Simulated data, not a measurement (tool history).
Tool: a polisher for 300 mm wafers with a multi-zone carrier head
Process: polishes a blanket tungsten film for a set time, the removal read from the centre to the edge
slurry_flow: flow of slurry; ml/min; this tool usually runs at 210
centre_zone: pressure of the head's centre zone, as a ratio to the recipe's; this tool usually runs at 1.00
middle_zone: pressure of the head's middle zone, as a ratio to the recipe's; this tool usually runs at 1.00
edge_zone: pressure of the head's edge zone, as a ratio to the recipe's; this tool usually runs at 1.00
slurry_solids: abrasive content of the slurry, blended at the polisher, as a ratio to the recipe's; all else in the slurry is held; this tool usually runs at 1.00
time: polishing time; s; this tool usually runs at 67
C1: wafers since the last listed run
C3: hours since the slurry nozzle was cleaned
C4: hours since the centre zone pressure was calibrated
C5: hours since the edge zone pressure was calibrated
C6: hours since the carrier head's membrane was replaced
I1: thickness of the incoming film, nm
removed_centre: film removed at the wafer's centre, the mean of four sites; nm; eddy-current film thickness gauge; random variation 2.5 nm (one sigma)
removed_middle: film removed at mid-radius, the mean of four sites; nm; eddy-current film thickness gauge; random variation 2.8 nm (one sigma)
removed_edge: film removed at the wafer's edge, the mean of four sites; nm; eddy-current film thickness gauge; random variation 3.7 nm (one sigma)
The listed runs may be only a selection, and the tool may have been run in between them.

Run 1, hour 0.0: usual settings; C1 0; wafers polished on this pad 571; C3 787.9; C4 918.5; C5 6.9; C6 24.5; I1 1454.0. Result: removed_centre 317.1 nm, removed_middle 293.2 nm, removed_edge 282.5 nm.
Run 2, hour 6.9: usual settings; C1 71; wafers polished on this pad 643; C3 794.8; C4 925.4; C5 13.8; C6 31.4; I1 1446.8. Result: removed_centre 316.1 nm, removed_middle 295.7 nm, removed_edge 283.2 nm.
At hour 15.7: slurry nozzle cleaned.
Run 3, hour 18.7: usual settings but slurry_solids 1.20; C1 112; wafers polished on this pad 755; C3 3.0; C4 937.2; C5 25.6; C6 43.2; I1 1447.3. Result: removed_centre 324.5 nm, removed_middle 303.9 nm, removed_edge 293.4 nm.
At hour 32.0: worn pad replaced by a new one.
Run 4, hour 32.5: usual settings; C1 101; wafers polished on this pad 5; C3 16.8; C4 951.0; C5 39.4; C6 57.0; I1 1407.9. Result: removed_centre 320.3 nm, removed_middle 295.4 nm, removed_edge 276.7 nm.
Run 5, hour 40.6: usual settings; C1 84; wafers polished on this pad 89; C3 24.9; C4 959.1; C5 47.5; C6 65.1; I1 1446.6. Result: removed_centre 317.9 nm, removed_middle 296.3 nm, removed_edge 285.9 nm.
At hour 49.1: centre zone pressure recalibrated.
Run 6, hour 52.1: usual settings but slurry_flow 145 ml/min, centre_zone 0.94; C1 98; wafers polished on this pad 188; C3 36.4; C4 3.0; C5 59.0; C6 76.6; I1 1401.6. Result: removed_centre 261.2 nm, removed_middle 284.9 nm, removed_edge 268.8 nm.
Run 7, hour 59.2: usual settings; C1 73; wafers polished on this pad 261; C3 43.5; C4 10.1; C5 66.1; C6 83.7; I1 1424.2. Result: removed_centre 295.1 nm, removed_middle 290.2 nm, removed_edge 274.9 nm.
Run 8, hour 72.4: usual settings; C1 136; wafers polished on this pad 398; C3 56.7; C4 23.3; C5 79.3; C6 96.9; I1 1402.9. Result: removed_centre 291.0 nm, removed_middle 290.9 nm, removed_edge 285.2 nm.
Run 9, hour 83.8: usual settings but slurry_flow 145 ml/min, middle_zone 0.92, edge_zone 0.93, slurry_solids 0.85; C1 118; wafers polished on this pad 517; C3 68.1; C4 34.7; C5 90.7; C6 108.3; I1 1447.1. Result: removed_centre 270.5 nm, removed_middle 262.1 nm, removed_edge 256.7 nm.
Run 10, hour 95.8: usual settings but slurry_flow 180 ml/min; C1 124; wafers polished on this pad 641; C3 80.1; C4 46.7; C5 102.7; C6 120.3; I1 1429.7. Result: removed_centre 282.8 nm, removed_middle 291.9 nm, removed_edge 280.4 nm.
Run 11, hour 110.0: usual settings but middle_zone 1.09; C1 147; wafers polished on this pad 788; C3 94.3; C4 60.9; C5 116.9; C6 134.5; I1 1401.4. Result: removed_centre 298.6 nm, removed_middle 310.3 nm, removed_edge 277.2 nm.
Run 12, hour 127.8: usual settings but slurry_flow 280 ml/min, centre_zone 1.10, edge_zone 1.08; C1 184; wafers polished on this pad 973; C3 112.1; C4 78.7; C5 134.7; C6 152.3; I1 1459.1. Result: removed_centre 333.5 nm, removed_middle 300.3 nm, removed_edge 303.0 nm.
At hour 136.8: worn pad replaced by a new one.
Run 13, hour 137.3: usual settings but slurry_flow 250 ml/min, edge_zone 1.03; C1 57; wafers polished on this pad 5; C3 121.6; C4 88.2; C5 144.2; C6 161.8; I1 1423.7. Result: removed_centre 302.2 nm, removed_middle 304.1 nm, removed_edge 289.8 nm.
Run 14, hour 151.0: usual settings but slurry_flow 160 ml/min, slurry_solids 0.80, time 46 s; C1 142; wafers polished on this pad 147; C3 135.3; C4 101.9; C5 157.9; C6 175.5; I1 1432.0. Result: removed_centre 188.3 nm, removed_middle 189.3 nm, removed_edge 184.7 nm.
Run 15, hour 157.9: usual settings but middle_zone 1.09, edge_zone 0.95; C1 71; wafers polished on this pad 218; C3 142.2; C4 108.8; C5 164.8; C6 182.4; I1 1429.3. Result: removed_centre 297.6 nm, removed_middle 313.8 nm, removed_edge 269.9 nm.
Run 16, hour 165.7: usual settings but middle_zone 0.89, slurry_solids 1.25; C1 80; wafers polished on this pad 299; C3 150.0; C4 116.6; C5 172.6; C6 190.2; I1 1418.8. Result: removed_centre 305.6 nm, removed_middle 278.7 nm, removed_edge 297.3 nm.
Run 17, hour 176.5: usual settings but centre_zone 0.94, edge_zone 0.95, slurry_solids 0.75; C1 112; wafers polished on this pad 411; C3 160.8; C4 127.4; C5 183.4; C6 201.0; I1 1423.4. Result: removed_centre 268.2 nm, removed_middle 283.2 nm, removed_edge 259.1 nm.
Run 18, hour 194.5: usual settings but slurry_solids 1.10; C1 186; wafers polished on this pad 598; C3 178.8; C4 145.4; C5 201.4; C6 219.0; I1 1439.6. Result: removed_centre 303.3 nm, removed_middle 303.0 nm, removed_edge 287.9 nm.
Run 19, hour 209.7: usual settings but slurry_flow 265 ml/min, centre_zone 0.90, slurry_solids 0.85, time 57 s; C1 157; wafers polished on this pad 756; C3 194.0; C4 160.6; C5 216.6; C6 234.2; I1 1430.0. Result: removed_centre 228.1 nm, removed_middle 251.3 nm, removed_edge 238.9 nm.
Run 20, hour 222.5: usual settings but slurry_flow 185 ml/min, edge_zone 1.05, time 84 s; C1 132; wafers polished on this pad 888; C3 206.8; C4 173.4; C5 229.4; C6 247.0; I1 1406.1. Result: removed_centre 368.8 nm, removed_middle 361.0 nm, removed_edge 357.2 nm.
Run 21, hour 236.4: usual settings but centre_zone 1.10; C1 144; wafers polished on this pad 1033; C3 220.7; C4 187.3; C5 243.3; C6 260.9; I1 1455.7. Result: removed_centre 325.5 nm, removed_middle 295.1 nm, removed_edge 284.2 nm.
At hour 261.3: worn pad replaced by a new one.
Run 22, hour 278.6: usual settings; C1 396; wafers polished on this pad 179; C3 262.9; C4 229.5; C5 285.5; C6 303.1; I1 1428.0. Result: removed_centre 292.4 nm, removed_middle 295.1 nm, removed_edge 288.6 nm.
Run 23, hour 286.4: usual settings but slurry_flow 140 ml/min, centre_zone 0.97, middle_zone 0.91, edge_zone 1.04; C1 80; wafers polished on this pad 260; C3 270.7; C4 237.3; C5 293.3; C6 310.9; I1 1437.1. Result: removed_centre 270.2 nm, removed_middle 263.4 nm, removed_edge 270.5 nm.

Run-by-run hidden state of the tool:
removal rate lost through wear of the pad, %: 0 across all the runs
slurry flow missing at the pad, %: 0 across all the runs
deviation of the edge zone's pressure from its setpoint, %: 0 across all the runs
H1: deviation of the centre zone's pressure from its setpoint, %
run       H1
  1     8.06
  2     8.12
  3     8.22
  4     8.34
  5     8.42
  6   -0.175
  7   -0.113
  8  0.00359
  9    0.104
 10     0.21
 11    0.335
 12    0.492
 13    0.576
 14    0.696
 15    0.757
 16    0.826
 17    0.921
 18     1.08
 19     1.21
 20     1.33
 21     1.45
 22     1.82
 23     1.89

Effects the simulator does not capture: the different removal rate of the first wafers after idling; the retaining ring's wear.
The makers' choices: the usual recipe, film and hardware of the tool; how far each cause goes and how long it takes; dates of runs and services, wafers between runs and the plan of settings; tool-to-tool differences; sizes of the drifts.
